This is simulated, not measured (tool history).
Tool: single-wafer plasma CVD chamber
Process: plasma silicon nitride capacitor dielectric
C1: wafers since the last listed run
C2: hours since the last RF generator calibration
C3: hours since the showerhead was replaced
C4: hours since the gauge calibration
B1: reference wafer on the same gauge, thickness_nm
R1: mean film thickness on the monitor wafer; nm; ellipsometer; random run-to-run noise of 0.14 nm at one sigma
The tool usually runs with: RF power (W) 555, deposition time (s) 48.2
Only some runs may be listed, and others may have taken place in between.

run 1 hour=0 | RF_power_(W)=555 deposition_time_(s)=48.2 | C1=0 C2=1674.6 C3=2022.8 C4=324.9 | B1=64.368 | R1=75.448
run 2 hour=15.9 | RF_power_(W)=555 deposition_time_(s)=48.2 | C1=436 C2=1690.5 C3=2038.7 C4=340.8 | B1=64.337 | R1=75.6
run 3 hour=26 | RF_power_(W)=555 deposition_time_(s)=48.2 | C1=277 C2=1700.6 C3=2048.8 C4=350.9 | B1=64.358 | R1=75.619
run 4 hour=66.2 | RF_power_(W)=555 deposition_time_(s)=48.2 | C1=1104 C2=1740.8 C3=2089 C4=391.1 | B1=64.427 | R1=75.521
-- hour=74.3 gauge calibrated
run 5 hour=118.4 | RF_power_(W)=555 deposition_time_(s)=48.2 | C1=1434 C2=1793 C3=2141.2 C4=44.1 | B1=64.416 | R1=75.514
run 6 hour=133.9 | RF_power_(W)=555 deposition_time_(s)=48.2 | C1=425 C2=1808.5 C3=2156.7 C4=59.6 | B1=64.405 | R1=75.334
run 7 hour=149.3 | RF_power_(W)=555 deposition_time_(s)=48.2 | C1=423 C2=1823.9 C3=2172.1 C4=75 | B1=64.428 | R1=75.388
run 8 hour=161.7 | RF_power_(W)=555 deposition_time_(s)=48.2 | C1=340 C2=1836.3 C3=2184.5 C4=87.4 | B1=64.373 | R1=75.192
run 9 hour=188.1 | RF_power_(W)=555 deposition_time_(s)=48.2 | C1=725 C2=1862.7 C3=2210.9 C4=113.8 | B1=64.427 | R1=75.279
run 10 hour=198.4 | RF_power_(W)=555 deposition_time_(s)=48.2 | C1=282 C2=1873 C3=2221.2 C4=124.1 | B1=64.432 | R1=75.371
run 11 hour=207.8 | RF_power_(W)=620 deposition_time_(s)=48.2 | C1=258 C2=1882.4 C3=2230.6 C4=133.5 | B1=64.427 | R1=78.96
run 12 hour=216 | RF_power_(W)=620 deposition_time_(s)=48.2 | C1=225 C2=1890.6 C3=2238.8 C4=141.7 | B1=64.453 | R1=78.842
run 13 hour=224.1 | RF_power_(W)=525 deposition_time_(s)=48.2 | C1=222 C2=1898.7 C3=2246.9 C4=149.8 | B1=64.405 | R1=73.308
run 14 hour=240.1 | RF_power_(W)=525 deposition_time_(s)=48.2 | C1=439 C2=1914.7 C3=2262.9 C4=165.8 | B1=64.43 | R1=73.404
run 15 hour=251.3 | RF_power_(W)=555 deposition_time_(s)=48.2 | C1=307 C2=1925.9 C3=2274.1 C4=177 | B1=64.401 | R1=75.284
run 16 hour=258 | RF_power_(W)=610 deposition_time_(s)=48.2 | C1=184 C2=1932.6 C3=2280.8 C4=183.7 | B1=64.419 | R1=78.208
run 17 hour=273.6 | RF_power_(W)=610 deposition_time_(s)=48.2 | C1=428 C2=1948.2 C3=2296.4 C4=199.3 | B1=64.398 | R1=78.058
run 18 hour=284.4 | RF_power_(W)=645 deposition_time_(s)=48.2 | C1=296 C2=1959 C3=2307.2 C4=210.1 | B1=64.377 | R1=80.081
run 19 hour=290.8 | RF_power_(W)=555 deposition_time_(s)=53.6 | C1=175 C2=1965.4 C3=2313.6 C4=216.5 | B1=64.378 | R1=83.47
run 20 hour=299.5 | RF_power_(W)=605 deposition_time_(s)=38.8 | C1=239 C2=1974.1 C3=2322.3 C4=225.2 | B1=64.414 | R1=62.78
run 21 hour=316 | RF_power_(W)=665 deposition_time_(s)=48.2 | C1=453 C2=1990.6 C3=2338.8 C4=241.7 | B1=64.378 | R1=80.91
run 22 hour=326.8 | RF_power_(W)=640 deposition_time_(s)=53.7 | C1=296 C2=2001.4 C3=2349.6 C4=252.5 | B1=64.405 | R1=88.599
run 23 hour=341.6 | RF_power_(W)=555 deposition_time_(s)=48.2 | C1=406 C2=2016.2 C3=2364.4 C4=267.3 | B1=64.389 | R1=75.207

Run 24 comes next. What will it give?
run 24 hour=380 | RF_power_(W)=555 deposition_time_(s)=48.2 | C1=1054 C2=2054.6 C3=2402.8 C4=305.7 | B1=? | R1=?

{"run 24": {"B1": 64.375, "R1": 74.813}}
If the tool had no hidden condition, the same run with the same run-to-run variation would have returned R1 77.033 nm.

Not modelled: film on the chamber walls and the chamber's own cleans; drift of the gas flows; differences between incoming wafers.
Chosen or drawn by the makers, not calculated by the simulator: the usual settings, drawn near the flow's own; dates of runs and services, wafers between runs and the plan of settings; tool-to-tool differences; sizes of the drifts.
